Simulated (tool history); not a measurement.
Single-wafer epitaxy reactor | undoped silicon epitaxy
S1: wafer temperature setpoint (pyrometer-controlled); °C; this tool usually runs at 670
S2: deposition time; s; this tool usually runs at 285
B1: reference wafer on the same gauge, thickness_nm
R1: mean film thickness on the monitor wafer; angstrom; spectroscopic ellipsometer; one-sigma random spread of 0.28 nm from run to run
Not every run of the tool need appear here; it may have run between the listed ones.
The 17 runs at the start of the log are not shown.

run     day   S1   S2      B1       R1
 18  38.229  659  285   86.54   577.71
 19  41.108  676  285  86.421   811.71
 20  43.129  656  242   86.47   460.09
 21  44.979  670  285  86.516   720.92
 22  46.217  670  256  86.489   647.45
 23  48.921  676  285  86.501   812.62
 24  53.062  664  301  86.478   674.96
 25  54.492  670  308  86.521   779.23
 26  55.675  678  237  86.572   703.35
 27  56.779  682  315  86.549  1011.37
 28  58.483  670  285  86.563   721.13
 29  60.312  663  285  86.526   629.18
 30  61.562  670  285   86.53   721.04

Alternative continuations, all from the tool just after run 30; predict every row:
  A  61.583  670  285   ?   ?
  B  61.583  664  256   ?   ?
  C  61.583  679  285   ?   ?
  D  61.583  680  285   ?   ?

run      B1      R1
  A  86.507  723.17
  B  86.507  575.74
  C  86.507   864.3
  D  86.507  881.41
With the hidden condition removed and each run's random variation left untouched, the same runs would have given:
run      R1
  A  723.17
  B  575.74
  C   864.3
  D  881.41
